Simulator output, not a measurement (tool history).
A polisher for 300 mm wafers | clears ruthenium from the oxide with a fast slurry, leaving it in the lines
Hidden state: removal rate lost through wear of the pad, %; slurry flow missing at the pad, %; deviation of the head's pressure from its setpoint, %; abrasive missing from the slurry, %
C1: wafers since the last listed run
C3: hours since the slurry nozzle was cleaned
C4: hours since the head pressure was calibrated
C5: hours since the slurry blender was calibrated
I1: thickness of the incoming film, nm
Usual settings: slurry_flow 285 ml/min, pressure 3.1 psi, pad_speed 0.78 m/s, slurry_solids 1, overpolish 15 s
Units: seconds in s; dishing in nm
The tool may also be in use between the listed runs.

Run 1, hour 0: usual settings; C1 0; wafers polished on this pad 250; C3 225.2; C4 273.2; C5 86.1; I1 271.5. Result: seconds 76.2 s, dishing 48.7 nm.
Run 2, hour 30.1: usual settings but pressure 3.7 psi; C1 230; wafers polished on this pad 481; C3 255.3; C4 303.3; C5 116.2; I1 268.8. Result: seconds 64.6 s, dishing 56.7 nm.
At hour 60.2: slurry blender recalibrated.
Run 3, hour 84.7: usual settings but pressure 3.7 psi; C1 402; wafers polished on this pad 884; C3 309.9; C4 357.9; C5 24.5; I1 267.4. Result: seconds 62 s, dishing 56.2 nm.
Run 4, hour 126.3: usual settings but pressure 3.7 psi; C1 318; wafers polished on this pad 1202; C3 351.5; C4 399.5; C5 66.1; I1 271.4. Result: seconds 63.4 s, dishing 54.2 nm.
At hour 140: worn pad replaced by a new one.
Run 5, hour 151.8: usual settings but slurry_solids 0.8; C1 164; wafers polished on this pad 90; C3 377; C4 425; C5 91.6; I1 273. Result: seconds 82.8 s, dishing 45.9 nm.
Run 6, hour 178.1: usual settings but slurry_solids 0.8; C1 201; wafers polished on this pad 291; C3 403.3; C4 451.3; C5 117.9; I1 273.1. Result: seconds 84.5 s, dishing 44.7 nm.
At hour 205: slurry blender recalibrated.
Run 7, hour 245.3: usual settings but slurry_solids 0.8; C1 499; wafers polished on this pad 791; C3 470.5; C4 518.5; C5 40.3; I1 273.5. Result: seconds 85.2 s, dishing 44.4 nm.
Run 8, hour 304.2: usual settings but slurry_flow 220 ml/min, pressure 2.1 psi, slurry_solids 0.75, overpolish 11 s; C1 451; wafers polished on this pad 1242; C3 529.4; C4 577.4; C5 99.2; I1 274.4. Result: seconds 130 s, dishing 22.6 nm.
At hour 313.7: worn pad replaced by a new one.
Run 9, hour 334: usual settings; C1 197; wafers polished on this pad 155; C3 559.2; C4 607.2; C5 129; I1 264.4. Result: seconds 74.8 s, dishing 47.7 nm.
At hour 373.4: slurry blender recalibrated.
Run 10, hour 386.7: usual settings but pressure 2.3 psi, pad_speed 1.04 m/s; C1 388; wafers polished on this pad 543; C3 611.9; C4 659.9; C5 13.3; I1 267.1. Result: seconds 83.9 s, dishing 42.9 nm.
At hour 443.3: worn pad replaced by a new one.
At hour 447.4: head pressure recalibrated.
Run 11, hour 451.3: usual settings but pressure 2.2 psi; C1 448; wafers polished on this pad 46; C3 676.5; C4 3.9; C5 77.9; I1 268.1. Result: seconds 85.9 s, dishing 42.8 nm.
Run 12, hour 493.9: usual settings; C1 326; wafers polished on this pad 372; C3 719.1; C4 46.5; C5 120.5; I1 272.2. Result: seconds 61.6 s, dishing 56.6 nm.
At hour 506.6: slurry blender recalibrated.
Run 13, hour 527.6: usual settings but slurry_flow 355 ml/min, pressure 2.1 psi, pad_speed 0.66 m/s, overpolish 24 s; C1 242; wafers polished on this pad 615; C3 752.8; C4 80.2; C5 21; I1 266.8. Result: seconds 99.4 s, dishing 58 nm.
At hour 531.8: slurry nozzle cleaned.
Run 14, hour 559.6: usual settings but overpolish 23 s; C1 237; wafers polished on this pad 852; C3 27.8; C4 112.2; C5 53; I1 273.4. Result: seconds 64.9 s, dishing 80 nm.
At hour 576.6: worn pad replaced by a new one.
At hour 588.6: head pressure recalibrated, repeated, since the last time left the tool worse.
At hour 663.4: slurry blender recalibrated.
At hour 718.5: worn pad replaced by a new one.
Run 15, hour 755.8: usual settings; C1 1410; wafers polished on this pad 285; C3 224; C4 167.2; C5 92.4; I1 270.6. Result: seconds 72.4 s, dishing 48.7 nm.

What the log doesn't show, run by run:
removal rate lost through wear of the pad, %: 0 in every run
slurry flow missing at the pad, %: 0 in every run
abrasive missing from the slurry, %: 0 in every run
H1: deviation of the head's pressure from its setpoint, %
run     H1
  1   -6.3
  2  -6.61
  3  -7.06
  4  -7.34
  5  -7.48
  6  -7.62
  7  -7.89
  8  -8.07
  9  -8.15
 10  -8.26
 11   15.6
 12   14.2
 13   13.2
 14   12.4
 15  -3.65
